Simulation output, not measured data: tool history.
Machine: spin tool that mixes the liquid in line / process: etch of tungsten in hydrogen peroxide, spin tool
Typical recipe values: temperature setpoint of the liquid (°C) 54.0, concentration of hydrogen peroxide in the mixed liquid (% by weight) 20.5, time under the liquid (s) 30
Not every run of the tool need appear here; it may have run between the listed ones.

run,hour,temperature setpoint of the liquid (°C),concentration of hydrogen peroxide in the mixed liquid (% by weight),time under the liquid (s),"read-back film thickness of the tungsten reference wafer, read on the same gauge (nm)",thickness taken off the tungsten on a monitor wafer (nm)
1,0.0,54.0,20.5,30,60.02,28.18
2,18.6,54.0,20.5,30,60.01,28.27
# hour 28.0: gauge calibrated
3,36.6,54.0,20.5,30,59.99,27.98
4,51.6,54.0,20.5,30,60.00,28.08
5,111.7,54.0,20.5,30,60.01,28.22
6,141.4,54.0,20.5,30,60.00,28.29
# hour 199.2: peroxide flow meter replaced
# hour 207.5: new drum of peroxide connected
7,209.1,54.0,20.5,45,60.00,42.83
# hour 265.6: heated supply line repaired
8,291.6,54.0,20.5,45,60.01,54.52
# hour 301.4: thermometer replaced
# hour 308.3: gauge calibrated
9,308.3,54.0,20.5,30,60.00,31.67
10,334.4,47.5,20.5,30,60.01,21.01
11,360.6,54.0,18.5,50,60.00,49.66
12,380.5,54.0,20.5,30,60.02,31.45
13,413.3,46.5,20.5,30,60.00,20.27
14,437.2,57.5,20.5,20,60.00,26.29
15,471.3,59.0,23.5,35,59.99,53.17
16,490.3,54.0,20.5,15,60.01,15.82

Below are 3 alternative next runs, each starting from the tool's condition after run 16. Predict each:
A,490.7,54.0,16.5,30,?,?
B,490.7,47.5,24.0,15,?,?
C,490.7,54.0,22.5,30,?,?

run,"read-back film thickness of the tungsten reference wafer, read on the same gauge (nm)",thickness taken off the tungsten on a monitor wafer (nm)
A,60.01,28.67
B,60.01,11.64
C,60.01,33.48
What these runs would have given with no unlogged condition in the tool:
run,thickness taken off the tungsten on a monitor wafer (nm)
A,28.69
B,11.65
C,33.50
